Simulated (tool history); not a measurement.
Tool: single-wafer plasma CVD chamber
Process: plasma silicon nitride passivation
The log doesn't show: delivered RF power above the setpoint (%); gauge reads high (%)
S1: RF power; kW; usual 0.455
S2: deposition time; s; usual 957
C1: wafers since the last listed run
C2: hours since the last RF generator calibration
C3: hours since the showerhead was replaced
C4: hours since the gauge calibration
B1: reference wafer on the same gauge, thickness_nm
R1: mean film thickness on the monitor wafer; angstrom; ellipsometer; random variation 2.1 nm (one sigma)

run   hour     S1    S2   C1      C2      C3     C4        B1        R1
  1      0  0.455   957    0  1258.3  4439.9   93.6   1239.98  14324.86
  2   17.2  0.455   957   40  1275.5  4457.1  110.8  1240.089  14331.82
  3   23.9  0.455   957   15  1282.2  4463.8  117.5  1240.023  14295.76
  4   38.1  0.455   957   33  1296.4    4478  131.7  1240.405  14299.04
  5   44.4  0.455   957   14  1302.7  4484.3    138  1239.396  14299.33
  6   61.9  0.455   957   41  1320.2  4501.8  155.5   1239.75  14318.27
  7   77.7  0.455   957   37    1336  4517.6  171.3  1240.209  14328.73
  8   83.9  0.455   957   14  1342.2  4523.8  177.5  1240.539  14282.38
  9   93.4  0.455   957   22  1351.7  4533.3    187  1240.548  14301.36
 10  104.3  0.455   957   25  1362.6  4544.2  197.9  1240.081  14289.48
 11  112.9  0.455   957   20  1371.2  4552.8  206.5  1239.613  14283.49
     127.5  -- RF generator calibrated
 12  129.8   0.51   957   21     2.3  4569.7  223.4  1239.396   14601.4
     147.7  -- showerhead replaced
 13  148.2   0.51   957   24    20.7     0.5  241.8  1239.923  14617.44
 14  159.1   0.51   957   25    31.6    11.4  252.7  1240.047  14667.65
 15  170.3  0.455   906   26    42.8    22.6  263.9  1240.186  13540.75
 16  185.3  0.395  1127   35    57.8    37.6  278.9  1240.123  16430.79
 17  191.8    0.4  1095   15    64.3    44.1  285.4  1239.534  15988.29
 18  199.7   0.53   844   18    72.2      52  293.3  1240.192  13000.85
 19  217.4   0.48  1069   42    89.9    69.7    311  1239.683  16110.32
 20  224.2  0.455   957   16    96.7    76.5  317.8  1240.259  14279.79
 21  232.5  0.455   957   19     105    84.8  326.1  1240.373  14286.94
     248.2  -- gauge calibrated
 22  280.2  0.365  1015  113   152.7   132.5     32  1239.777  14595.32
 23  291.4   0.51  1079   26   163.9   143.7   43.2  1240.343   16430.1
 24  306.4  0.495   897   35   178.9   158.7   58.2  1240.545  13605.67
 25  319.8  0.455   957   31   192.3   172.1   71.6  1240.293  14270.85

Run 26 comes next. What will it give?
 26  331.8  0.455  957  28  204.3  184.1  83.6   ?   ?

{"run 26": {"B1": 1239.423, "R1": 14284.32}}
Without the tool's hidden state the same run would have given R1 14284.32 angstrom.
